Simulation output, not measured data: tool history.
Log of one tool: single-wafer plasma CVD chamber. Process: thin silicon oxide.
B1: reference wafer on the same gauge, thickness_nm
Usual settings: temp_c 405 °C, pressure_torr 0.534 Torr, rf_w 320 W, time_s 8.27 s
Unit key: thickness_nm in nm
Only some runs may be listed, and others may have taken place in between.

{"run": 1, "hour": 0.0, "temp_c": 405, "pressure_torr": 0.534, "rf_w": 320, "time_s": 8.27, "B1": 9.184, "thickness_nm": 10.164}
{"run": 2, "hour": 17.8, "temp_c": 405, "pressure_torr": 0.534, "rf_w": 320, "time_s": 8.27, "B1": 9.177, "thickness_nm": 10.169}
{"run": 3, "hour": 27.6, "temp_c": 405, "pressure_torr": 0.534, "rf_w": 320, "time_s": 8.27, "B1": 9.182, "thickness_nm": 10.214}
{"hour": 39.5, "done": "RF generator calibrated"}
{"run": 4, "hour": 40.0, "temp_c": 405, "pressure_torr": 0.534, "rf_w": 320, "time_s": 8.27, "B1": 9.178, "thickness_nm": 10.743}
{"run": 5, "hour": 48.1, "temp_c": 405, "pressure_torr": 0.534, "rf_w": 320, "time_s": 8.27, "B1": 9.185, "thickness_nm": 10.783}
{"run": 6, "hour": 59.9, "temp_c": 405, "pressure_torr": 0.534, "rf_w": 295, "time_s": 9.45, "B1": 9.181, "thickness_nm": 11.694}
{"run": 7, "hour": 68.1, "temp_c": 405, "pressure_torr": 0.534, "rf_w": 320, "time_s": 8.27, "B1": 9.184, "thickness_nm": 10.822}
{"run": 8, "hour": 84.7, "temp_c": 405, "pressure_torr": 0.534, "rf_w": 320, "time_s": 8.27, "B1": 9.175, "thickness_nm": 10.817}
{"hour": 100.0, "done": "capacitance manometer re-zeroed and calibrated"}
{"run": 9, "hour": 100.5, "temp_c": 414, "pressure_torr": 0.476, "rf_w": 380, "time_s": 7.64, "B1": 9.182, "thickness_nm": 9.068}
{"run": 10, "hour": 108.6, "temp_c": 405, "pressure_torr": 0.534, "rf_w": 320, "time_s": 7.83, "B1": 9.177, "thickness_nm": 9.534}
{"run": 11, "hour": 116.8, "temp_c": 405, "pressure_torr": 0.598, "rf_w": 300, "time_s": 8.27, "B1": 9.185, "thickness_nm": 10.853}
{"hour": 131.5, "done": "showerhead replaced"}
{"run": 12, "hour": 132.0, "temp_c": 405, "pressure_torr": 0.404, "rf_w": 340, "time_s": 8.27, "B1": 9.182, "thickness_nm": 7.936}
{"run": 13, "hour": 136.1, "temp_c": 405, "pressure_torr": 0.416, "rf_w": 320, "time_s": 8.27, "B1": 9.177, "thickness_nm": 7.858}
{"run": 14, "hour": 143.0, "temp_c": 397, "pressure_torr": 0.534, "rf_w": 320, "time_s": 8.27, "B1": 9.176, "thickness_nm": 10.2}
{"run": 15, "hour": 160.1, "temp_c": 405, "pressure_torr": 0.649, "rf_w": 260, "time_s": 8.91, "B1": 9.183, "thickness_nm": 11.431}
{"run": 16, "hour": 170.3, "temp_c": 405, "pressure_torr": 0.534, "rf_w": 345, "time_s": 8.27, "B1": 9.185, "thickness_nm": 10.618}
{"run": 17, "hour": 179.7, "temp_c": 405, "pressure_torr": 0.534, "rf_w": 360, "time_s": 8.27, "B1": 9.183, "thickness_nm": 10.855}
{"run": 18, "hour": 195.3, "temp_c": 398, "pressure_torr": 0.534, "rf_w": 320, "time_s": 8.27, "B1": 9.178, "thickness_nm": 10.249}
{"hour": 207.9, "done": "thermocouple changed; heater temperature recalibrated"}
{"run": 19, "hour": 209.7, "temp_c": 417, "pressure_torr": 0.436, "rf_w": 340, "time_s": 9.45, "B1": 9.172, "thickness_nm": 9.756}
{"hour": 215.0, "done": "gauge calibrated"}
{"run": 20, "hour": 219.3, "temp_c": 405, "pressure_torr": 0.433, "rf_w": 350, "time_s": 9.28, "B1": 9.184, "thickness_nm": 9.816}
{"run": 21, "hour": 234.8, "temp_c": 396, "pressure_torr": 0.454, "rf_w": 290, "time_s": 9.03, "B1": 9.177, "thickness_nm": 8.953}
{"run": 22, "hour": 247.8, "temp_c": 399, "pressure_torr": 0.646, "rf_w": 370, "time_s": 6.66, "B1": 9.177, "thickness_nm": 10.875}
{"run": 23, "hour": 258.8, "temp_c": 410, "pressure_torr": 0.62, "rf_w": 320, "time_s": 9.5, "B1": 9.187, "thickness_nm": 13.621}
{"run": 24, "hour": 267.8, "temp_c": 405, "pressure_torr": 0.534, "rf_w": 320, "time_s": 8.27, "B1": 9.17, "thickness_nm": 10.248}
{"run": 25, "hour": 284.8, "temp_c": 397, "pressure_torr": 0.534, "rf_w": 320, "time_s": 7.61, "B1": 9.184, "thickness_nm": 9.5}
{"run": 26, "hour": 291.5, "temp_c": 405, "pressure_torr": 0.534, "rf_w": 320, "time_s": 8.27, "B1": 9.181, "thickness_nm": 10.35}
{"run": 27, "hour": 309.3, "temp_c": 405, "pressure_torr": 0.534, "rf_w": 320, "time_s": 8.27, "B1": 9.181, "thickness_nm": 10.339}
{"run": 28, "hour": 325.0, "temp_c": 396, "pressure_torr": 0.454, "rf_w": 290, "time_s": 9.03, "B1": 9.175, "thickness_nm": 9.06}
{"run": 29, "hour": 333.9, "temp_c": 401, "pressure_torr": 0.534, "rf_w": 320, "time_s": 8.27, "B1": 9.183, "thickness_nm": 10.3}

A few steps of thickness_nm between consecutive runs. Split each: what settings, incoming material and random variation would produce without the hidden state, and what is left over for the hidden state, along with gauge scatter present in only one of the two compared results (measured, and without hidden state):
What the log doesn't record here: wafer temperature above the value expected at the setpoint (K); delivered RF power above the setpoint (%); true pressure above the setpoint (%); gauge reads high (%).
Run 3 -> 4: RF generator calibrated. thickness_nm +0.529 nm: hidden state +0.620, all else -0.091.
Run 8 -> 9: temp_c 405 -> 414, pressure_torr 0.534 -> 0.476, rf_w 320 -> 380, time_s 8.27 -> 7.64, capacitance manometer re-zeroed and calibrated. thickness_nm -1.749 nm: hidden state -0.733, all else -1.016.
Run 11 -> 12: pressure_torr 0.598 -> 0.404, rf_w 300 -> 340, showerhead replaced. thickness_nm -2.917 nm: hidden state +0.001, all else -2.918.
Run 23 -> 24: temp_c 410 -> 405, pressure_torr 0.620 -> 0.534, time_s 9.50 -> 8.27. thickness_nm -3.373 nm: hidden state -0.063, all else -3.310.
